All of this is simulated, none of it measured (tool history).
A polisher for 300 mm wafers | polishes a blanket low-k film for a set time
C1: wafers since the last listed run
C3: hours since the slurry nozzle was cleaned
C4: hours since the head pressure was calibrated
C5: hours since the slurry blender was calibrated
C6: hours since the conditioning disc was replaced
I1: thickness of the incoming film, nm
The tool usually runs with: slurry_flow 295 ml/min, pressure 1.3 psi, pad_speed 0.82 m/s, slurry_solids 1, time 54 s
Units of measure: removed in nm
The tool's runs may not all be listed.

Run 1, hour 0: usual settings but pressure 1.1 psi; C1 0; wafers polished on this pad 451; C3 719.1; C4 711.5; C5 150; C6 47.1; I1 768.4. Result: removed 10.3 nm.
Run 2, hour 20.3: usual settings but pressure 1.1 psi; C1 158; wafers polished on this pad 609; C3 739.4; C4 731.8; C5 170.3; C6 67.4; I1 767.4. Result: removed 10.2 nm.
Run 3, hour 34.2: usual settings but pressure 1.1 psi; C1 108; wafers polished on this pad 717; C3 753.3; C4 745.7; C5 184.2; C6 81.3; I1 770.5. Result: removed 10.1 nm.
At hour 38.7: slurry blender recalibrated.
At hour 43.7: worn pad replaced by a new one.
Run 4, hour 46.4: usual settings but time 49 s; C1 48; wafers polished on this pad 21; C3 765.5; C4 757.9; C5 7.7; C6 93.5; I1 757.9. Result: removed 10.7 nm.
At hour 53.9: head pressure recalibrated.
Run 5, hour 54.4: usual settings but time 49 s; C1 46; wafers polished on this pad 68; C3 773.5; C4 0.5; C5 15.7; C6 101.5; I1 758.7. Result: removed 10.6 nm.
At hour 59.9: slurry nozzle cleaned.
Run 6, hour 63: usual settings but time 49 s; C1 59; wafers polished on this pad 127; C3 3.1; C4 9.1; C5 24.3; C6 110.1; I1 749.4. Result: removed 11.6 nm.
Run 7, hour 76.9: usual settings; C1 108; wafers polished on this pad 235; C3 17; C4 23; C5 38.2; C6 124; I1 762.1. Result: removed 12.7 nm.
Run 8, hour 88.5: usual settings; C1 90; wafers polished on this pad 325; C3 28.6; C4 34.6; C5 49.8; C6 135.6; I1 747.9. Result: removed 12.6 nm.
Run 9, hour 106.4: usual settings but pad_speed 0.6 m/s, slurry_solids 1.1; C1 139; wafers polished on this pad 465; C3 46.5; C4 52.5; C5 67.7; C6 153.5; I1 765.5. Result: removed 10.2 nm.
Run 10, hour 115.8: usual settings; C1 73; wafers polished on this pad 538; C3 55.9; C4 61.9; C5 77.1; C6 162.9; I1 774.8. Result: removed 12.8 nm.
Run 11, hour 129.2: usual settings; C1 104; wafers polished on this pad 643; C3 69.3; C4 75.3; C5 90.5; C6 176.3; I1 762.7. Result: removed 12.8 nm.
At hour 139: worn pad replaced by a new one.
Run 12, hour 139.5: usual settings but slurry_flow 370 ml/min, slurry_solids 0.8; C1 49; wafers polished on this pad 3; C3 79.6; C4 85.6; C5 100.8; C6 186.6; I1 755.6. Result: removed 11.9 nm.
Run 13, hour 147.1: usual settings; C1 59; wafers polished on this pad 62; C3 87.2; C4 93.2; C5 108.4; C6 194.2; I1 757.6. Result: removed 12.9 nm.
Run 14, hour 161.2: usual settings but pressure 0.8 psi; C1 109; wafers polished on this pad 172; C3 101.3; C4 107.3; C5 122.5; C6 208.3; I1 759.5. Result: removed 8.6 nm.
Run 15, hour 171.6: usual settings but time 36 s; C1 81; wafers polished on this pad 253; C3 111.7; C4 117.7; C5 132.9; C6 218.7; I1 769.5. Result: removed 8.5 nm.
Run 16, hour 189.1: usual settings but slurry_flow 335 ml/min, pressure 1.7 psi, pad_speed 0.64 m/s, slurry_solids 0.9; C1 136; wafers polished on this pad 390; C3 129.2; C4 135.2; C5 150.4; C6 236.2; I1 768.1. Result: removed 12.8 nm.
Run 17, hour 196.9: usual settings; C1 60; wafers polished on this pad 450; C3 137; C4 143; C5 158.2; C6 244; I1 769.8. Result: removed 12.8 nm.
At hour 200: conditioning disc replaced and pad reconditioned.
Run 18, hour 212.7: usual settings but pressure 1.6 psi, pad_speed 0.92 m/s, slurry_solids 0.8, time 48 s; C1 107; wafers polished on this pad 558; C3 152.8; C4 158.8; C5 174; C6 12.7; I1 762.1. Result: removed 13.7 nm.
At hour 217.3: slurry blender recalibrated.
At hour 228: worn pad replaced by a new one.
Run 19, hour 229.6: usual settings but slurry_flow 375 ml/min; C1 84; wafers polished on this pad 12; C3 169.7; C4 175.7; C5 12.3; C6 29.6; I1 757.8. Result: removed 13.1 nm.
Run 20, hour 245.9: usual settings; C1 127; wafers polished on this pad 139; C3 186; C4 192; C5 28.6; C6 45.9; I1 758.4. Result: removed 12.8 nm.
Run 21, hour 255.1: usual settings but slurry_flow 230 ml/min, pressure 1.6 psi, pad_speed 0.54 m/s, slurry_solids 1.2; C1 71; wafers polished on this pad 211; C3 195.2; C4 201.2; C5 37.8; C6 55.1; I1 763.4. Result: removed 11.3 nm.
Run 22, hour 272.3: usual settings but slurry_flow 340 ml/min, pressure 0.9 psi; C1 134; wafers polished on this pad 345; C3 212.4; C4 218.4; C5 55; C6 72.3; I1 774.7. Result: removed 9.7 nm.
Run 23, hour 282.5: usual settings but slurry_solids 1.15; C1 79; wafers polished on this pad 424; C3 222.6; C4 228.6; C5 65.2; C6 82.5; I1 767.1. Result: removed 13.3 nm.
Run 24, hour 299.3: usual settings but time 48 s; C1 130; wafers polished on this pad 555; C3 239.4; C4 245.4; C5 82; C6 99.3; I1 755.6. Result: removed 11.2 nm.
Run 25, hour 308.5: usual settings but pressure 0.9 psi, slurry_solids 0.8; C1 71; wafers polished on this pad 627; C3 248.6; C4 254.6; C5 91.2; C6 108.5; I1 758.6. Result: removed 8.6 nm.
Run 26, hour 320.7: usual settings but pad_speed 0.6 m/s; C1 95; wafers polished on this pad 722; C3 260.8; C4 266.8; C5 103.4; C6 120.7; I1 771.3. Result: removed 10 nm.
At hour 329.9: worn pad replaced by a new one.
Run 27, hour 330.6: usual settings but slurry_flow 235 ml/min, pad_speed 0.98 m/s, slurry_solids 1.15, time 59 s; C1 45; wafers polished on this pad 5; C3 270.7; C4 276.7; C5 113.3; C6 130.6; I1 763.1. Result: removed 16.1 nm.

Consider 3 possible next runs. They are alternatives, not a sequence: every one starts from the tool as it was left by run 27. What does each give?
Run A, hour 331: usual settings but time 70 s; C1 3; wafers polished on this pad 8; C3 271.1; C4 277.1; C5 113.7; C6 131; I1 766.4. Result: removed ?.
Run B, hour 331: usual settings but pressure 0.9 psi, pad_speed 0.64 m/s, slurry_solids 1.25, time 71 s; C1 3; wafers polished on this pad 8; C3 271.1; C4 277.1; C5 113.7; C6 131; I1 766.4. Result: removed ?.
Run C, hour 331: usual settings but slurry_flow 230 ml/min, pressure 1.5 psi, time 45 s; C1 3; wafers polished on this pad 8; C3 271.1; C4 277.1; C5 113.7; C6 131; I1 766.4. Result: removed ?.

run  removed
  A     16.5
  B     10.9
  C     11.6
Without the tool's hidden state the same runs would have given:
run  removed
  A     16.6
  B       11
  C     11.7
